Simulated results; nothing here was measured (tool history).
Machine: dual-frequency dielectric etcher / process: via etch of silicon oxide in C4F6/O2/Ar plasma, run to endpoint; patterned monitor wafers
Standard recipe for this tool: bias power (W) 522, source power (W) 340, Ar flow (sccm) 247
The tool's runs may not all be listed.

run	hour	bias power (W)	source power (W)	Ar flow (sccm)	wafers since the last listed run	hours since the last wet clean	hours since the last bias power generator calibration	hours since the last source power generator calibration	hours since the last Ar flow controller change	hours since the last upper electrode change	incoming incoming film thickness, nm	endpoint time (s)
1	0	522	390	247	0	325.5	4004.1	4253.2	1633.5	2478.7	115	21.3
2	10.9	522	390	247	182	336.4	4015	4264.1	1644.4	2489.6	115.3	21.1
3	27.5	522	340	247	277	353	4031.6	4280.7	1661	2506.2	113.8	21.9
4	39.6	522	340	247	202	365.1	4043.7	4292.8	1673.1	2518.3	114.7	22
5	50.4	522	340	247	180	375.9	4054.5	4303.6	1683.9	2529.1	114.3	22
6	67	522	340	247	277	392.5	4071.1	4320.2	1700.5	2545.7	114	21.8
7	84.5	439	340	247	292	410	4088.6	4337.7	1718	2563.2	116.1	23.9
8	102	439	340	247	292	427.5	4106.1	4355.2	1735.5	2580.7	113.5	23.5
# hour 116.9: source power generator calibrated
9	117.4	522	340	247	190	442.9	4121.5	0.5	1750.9	2596.1	116.3	21.8
10	121.6	522	340	247	70	447.1	4125.7	4.7	1755.1	2600.3	115	21.9
11	135.5	522	340	247	232	461	4139.6	18.6	1769	2614.2	114.6	21.7
# hour 171.9: Ar flow controller replaced
# hour 172.3: wet clean of the chamber
12	173.7	522	380	278	531	1.4	4177.8	56.8	1.8	2652.4	114	22.3
# hour 200.6: upper electrode replaced
13	201.7	522	280	229	66	29.4	4205.8	84.8	29.8	1.1	115	24.2
14	219	522	280	200	289	46.7	4223.1	102.1	47.1	18.4	112.7	23.4
# hour 235.9: bias power generator calibrated
15	236.4	522	300	247	224	64.1	0.5	119.5	64.5	35.8	113.9	23.6
16	240.5	522	340	247	68	68.2	4.6	123.6	68.6	39.9	114	22.9
17	254.5	522	340	215	234	82.2	18.6	137.6	82.6	53.9	115.2	22.6
18	267.7	522	340	247	220	95.4	31.8	150.8	95.8	67.1	114.7	22.8
19	274.6	483	370	226	115	102.3	38.7	157.7	102.7	74	114.7	22.6
20	288.5	403	390	247	232	116.2	52.6	171.6	116.6	87.9	114.3	24.6
21	297.8	522	340	247	155	125.5	61.9	180.9	125.9	97.2	114.4	22.7
22	311.1	618	340	247	222	138.8	75.2	194.2	139.2	110.5	114.1	20.8
23	332.5	649	370	298	357	160.2	96.6	215.6	160.6	131.9	114.8	20.3

Below are 4 alternative next runs, each starting from the tool's condition after run 23. Predict each:
A	332.9	522	340	247	6	160.6	97	216	161	132.3	113.6	?
B	332.9	470	340	229	6	160.6	97	216	161	132.3	113.6	?
C	332.9	579	370	287	6	160.6	97	216	161	132.3	113.6	?
D	332.9	474	300	298	6	160.6	97	216	161	132.3	113.6	?

run	endpoint time (s)
A	22.5
B	23.5
C	21.2
D	25
The same runs, with their run-to-run variation unchanged, on a tool lacking any hidden condition would have given:
run	endpoint time (s)
A	22.8
B	23.8
C	21.5
D	25.3
